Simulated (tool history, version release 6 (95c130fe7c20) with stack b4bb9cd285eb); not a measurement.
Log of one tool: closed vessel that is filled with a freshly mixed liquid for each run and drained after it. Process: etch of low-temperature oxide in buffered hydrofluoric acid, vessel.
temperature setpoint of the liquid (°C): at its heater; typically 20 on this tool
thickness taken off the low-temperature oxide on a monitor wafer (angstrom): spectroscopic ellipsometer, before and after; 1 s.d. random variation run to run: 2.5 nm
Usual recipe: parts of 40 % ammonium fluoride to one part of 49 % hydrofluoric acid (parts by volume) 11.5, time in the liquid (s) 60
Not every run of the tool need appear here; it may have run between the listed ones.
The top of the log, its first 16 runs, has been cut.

run	hour	temperature setpoint of the liquid (°C)	parts of 40 % ammonium fluoride to one part of 49 % hydrofluoric acid (parts by volume)	time in the liquid (s)	wafers since the last listed run	hours since the thermometer was replaced	hours since the hydrofluoric acid flow meter was replaced	hours since the gauge calibration	read-back film thickness of the low-temperature oxide reference wafer, read on the same gauge (nm)	thickness taken off the low-temperature oxide on a monitor wafer (angstrom)
17	189.7	17	8	60	1789	157.1	211.2	133.4	59.98	3680.2
18	205.3	18.5	7	60	2251	172.7	226.8	149	60.01	4618.5
19	222	25	15.5	60	2409	189.4	243.5	165.7	60.03	3054.6
20	230.6	18	8	75	1241	198	252.1	174.3	59.98	4767.3
21	238.8	23	7	35	1183	206.2	260.3	182.5	60.01	3404.2
22	245	20	8.5	60	894	212.4	266.5	188.7	59.98	4046.5
23	256	20	8.5	40	1587	223.4	277.5	199.7	60	2647.8
24	264.8	20	11.5	60	1269	232.2	286.3	208.5	60	3118.2
25	278.6	20	11.5	60	1991	246	300.1	222.3	60.02	3115
26	287.3	25	7	60	1255	254.7	308.8	231	59.99	6516.4
27	295.6	22.5	11.5	60	1197	263	317.1	239.3	60.01	3527.8
28	302.3	20	14.5	60	966	269.7	323.8	246	60	2487
29	315.2	20	11.5	60	1861	282.6	336.7	258.9	60.02	3144.6
30	322.6	20	11.5	60	1067	290	344.1	266.3	60.01	3132.2
31	333.7	20	11.5	80	1601	301.1	355.2	277.4	59.95	4161.3
32	344.4	22	11.5	50	1544	311.8	365.9	288.1	59.99	2883.5

Branching from run 32: 4 alternative next runs. What would each branch give?
A	345.1	20	11.5	60	101	312.5	366.6	288.8	?	?
B	345.1	20	15	60	101	312.5	366.6	288.8	?	?
C	345.1	20	11.5	45	101	312.5	366.6	288.8	?	?
D	345.1	18.5	8.5	60	101	312.5	366.6	288.8	?	?

run	read-back film thickness of the low-temperature oxide reference wafer, read on the same gauge (nm)	thickness taken off the low-temperature oxide on a monitor wafer (angstrom)
A	60.03	3106.9
B	60.03	2394.4
C	60.03	2330.2
D	60.03	3722.3
With the hidden condition removed and each run's random variation left untouched, the same runs would have given:
run	thickness taken off the low-temperature oxide on a monitor wafer (angstrom)
A	2984.4
B	2299.9
C	2238.3
D	3574.2
